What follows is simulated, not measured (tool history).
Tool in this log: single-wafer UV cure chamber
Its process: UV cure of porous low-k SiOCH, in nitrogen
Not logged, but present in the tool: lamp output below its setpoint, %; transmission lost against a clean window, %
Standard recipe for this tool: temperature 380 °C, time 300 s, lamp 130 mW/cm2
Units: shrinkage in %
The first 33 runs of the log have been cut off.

run      day  temperature  time  lamp  wafers since the last listed run  hours since the UV bulbs were replaced  wafers since the quartz window was cleaned  shrinkage
 34  106.275          380   300   130                               407                                  1980.5                                        3512     12.246
 35  108.204          380   425   130                               222                                  2026.8                                        3735     14.087
     110.408  -- quartz window cleaned
      111.25  -- UV bulbs replaced
 36  111.817          380   300   130                               340                                    13.6                                         124     12.905
 37  115.667          380   300   130                               444                                     106                                         569     13.089
 38  118.562          395   400   130                               334                                   175.5                                         903     14.666
 39  121.475          386   445   130                               336                                   245.4                                        1240      14.47
 40  124.733          374   245   149                               376                                   323.6                                        1617      12.05
 41  129.125          380   470   146                               507                                     429                                        2124     15.147
 42  132.733          368   425   151                               417                                   515.6                                        2541     14.908
 43  135.654          380   300   107                               337                                   585.7                                        2879     11.171
 44  138.412          380   300   155                               318                                   651.9                                        3198     13.153
 45  140.375          380   385   130                               226                                     699                                        3425     13.706
 46  142.129          365   245   130                               202                                   741.1                                        3627      11.19
 47  145.392          380   300   130                               377                                   819.4                                        4004     12.208

5 options for the next run, each taken on its own from the tool as it stands now. Forecast them:
  A  145.412          380   300   130                                 2                                   819.9                                        4007          ?
  B  145.412          373   390    93                                 2                                   819.9                                        4007          ?
  C  145.412          388   465    93                                 2                                   819.9                                        4007          ?
  D  145.412          380   125   153                                 2                                   819.9                                        4007          ?
  E  145.412          391   150    98                                 2                                   819.9                                        4007          ?

run  shrinkage
  A     12.302
  B     11.842
  C     12.925
  D      9.174
  E      8.264
What these runs would have given with no unlogged condition in the tool:
run  shrinkage
  A     13.373
  B     12.903
  C     14.008
  D     10.166
  E       9.23
